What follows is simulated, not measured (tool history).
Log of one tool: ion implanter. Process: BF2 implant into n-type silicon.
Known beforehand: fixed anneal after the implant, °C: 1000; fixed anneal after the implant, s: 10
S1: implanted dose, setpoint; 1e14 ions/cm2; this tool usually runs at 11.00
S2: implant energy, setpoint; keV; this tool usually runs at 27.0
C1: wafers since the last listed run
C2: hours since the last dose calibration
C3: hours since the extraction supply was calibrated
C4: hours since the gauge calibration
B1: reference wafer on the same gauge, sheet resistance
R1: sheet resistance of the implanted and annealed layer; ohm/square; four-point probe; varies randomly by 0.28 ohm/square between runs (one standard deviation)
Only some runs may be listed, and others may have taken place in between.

run     day     S1    S2    C1      C2      C3     C4      B1      R1
  1   0.000  11.00  27.0     0  1268.8  2358.3   37.9  197.85  183.16
  2   0.262  11.00  27.0   141  1275.1  2364.6   44.2  197.74  183.39
  3   0.879  11.00  27.0   333  1289.9  2379.4   59.0  197.77  183.72
  4   1.458  10.13  22.0   312  1303.8  2393.3   72.9  197.87  208.08
  5   1.733  10.10  32.0   148  1310.4  2399.9   79.5  197.88  172.50
  6   2.158  11.00  27.0   229  1320.6  2410.1   89.7  197.92  183.18
  7   2.800  11.00  27.0   346  1336.0  2425.5  105.1  197.96  183.47
  8   3.121  11.00  27.0   173  1343.7  2433.2  112.8  197.91  183.32
  9   3.667  11.00  27.0   294  1356.8  2446.3  125.9  198.12  183.61
 10   4.400  11.00  27.0   396  1374.4  2463.9  143.5  198.20  183.56
 11   5.000  11.00  27.0   324  1388.8  2478.3  157.9  198.32  183.94
 12   5.358  11.00  20.0   193  1397.4  2486.9  166.5  198.30  214.56
 13   5.812   9.45  27.0   245  1408.3  2497.8  177.4  198.45  191.27
 14   6.229   9.45  27.0   225  1418.3  2507.8  187.4  198.48  191.92
 15   6.808   9.45  27.0   312  1432.2  2521.7  201.3  198.66  191.87
 16   7.462  11.00  27.0   353  1447.9  2537.4  217.0  198.77  184.05
 17   8.054  11.00  27.0   319  1462.1  2551.6  231.2  198.83  184.96
 18   8.567  11.00  27.0   276  1474.4  2563.9  243.5  199.03  184.19
 19   9.308   8.32  24.0   400  1492.2  2581.7  261.3  199.18  212.26
 20   9.908  11.00  34.5   324  1506.6  2596.1  275.7  199.33  162.99
 21  10.292  13.81  32.5   207  1515.8  2605.3  284.9  199.49  158.84
 22  11.004  11.00  27.0   384  1532.9  2622.4  302.0  199.63  184.89
     11.542  -- extraction supply calibrated
 23  11.729  12.16  20.0   211  1550.3     4.5  319.4  199.87  212.82
 24  12.246   9.41  20.5   279  1562.7    16.9  331.8  200.07  221.85
 25  12.775  12.07  35.0   285  1575.4    29.6  344.5  200.28  158.22
 26  13.512  11.00  27.0   398  1593.1    47.3  362.2  200.56  185.45
     14.162  -- gauge calibrated
 27  14.183   9.23  27.0   362  1609.2    63.4    0.5  198.10  192.52
 28  14.892  13.86  27.0   382  1626.2    80.4   17.5  198.24  175.53
     15.321  -- Faraday cup replaced and dose calibrated
 29  15.342  11.00  27.0    63     0.5    91.2   28.3  198.23  183.51
 30  17.225  11.00  27.0  1017    45.7   136.4   73.5  198.26  183.77
 31  17.742  11.96  24.0   279    58.1   148.8   85.9  198.30  192.27
 32  18.217  13.42  20.5   256    69.5   160.2   97.3  198.35  204.94
 33  18.567  13.49  19.5   189    77.9   168.6  105.7  198.42  210.48
 34  19.046  11.00  21.5   258    89.4   180.1  117.2  198.48  206.96
 35  19.467   9.71  34.5   227    99.5   190.2  127.3  198.46  169.49
 36  19.933   8.82  27.0   252   110.7   201.4  138.5  198.59  195.76
 37  20.571   9.47  18.0   344   126.0   216.7  153.8  198.67  234.07

What was the tool's hidden state at every run in the log?
deviation of the true dose from the Faraday cup's reading, %: 0 at every run
deviation of the true energy from its setpoint, %: 0 at every run
H1: gauge reads high (%)
run        H1
  1    -0.109
  2    -0.104
  3   -0.0875
  4   -0.0679
  5   -0.0572
  6   -0.0389
  7  -0.00696
  8    0.0109
  9    0.0442
 10    0.0946
 11     0.141
 12      0.17
 13      0.21
 14     0.249
 15     0.307
 16     0.377
 17     0.444
 18     0.506
 19     0.602
 20     0.684
 21     0.739
 22     0.846
 23     0.961
 24      1.05
 25      1.14
 26      1.27
 27    0.0801
 28    0.0833
 29    0.0886
 30     0.137
 31     0.159
 32     0.181
 33     0.199
 34     0.226
 35     0.252
 36     0.284
 37     0.332
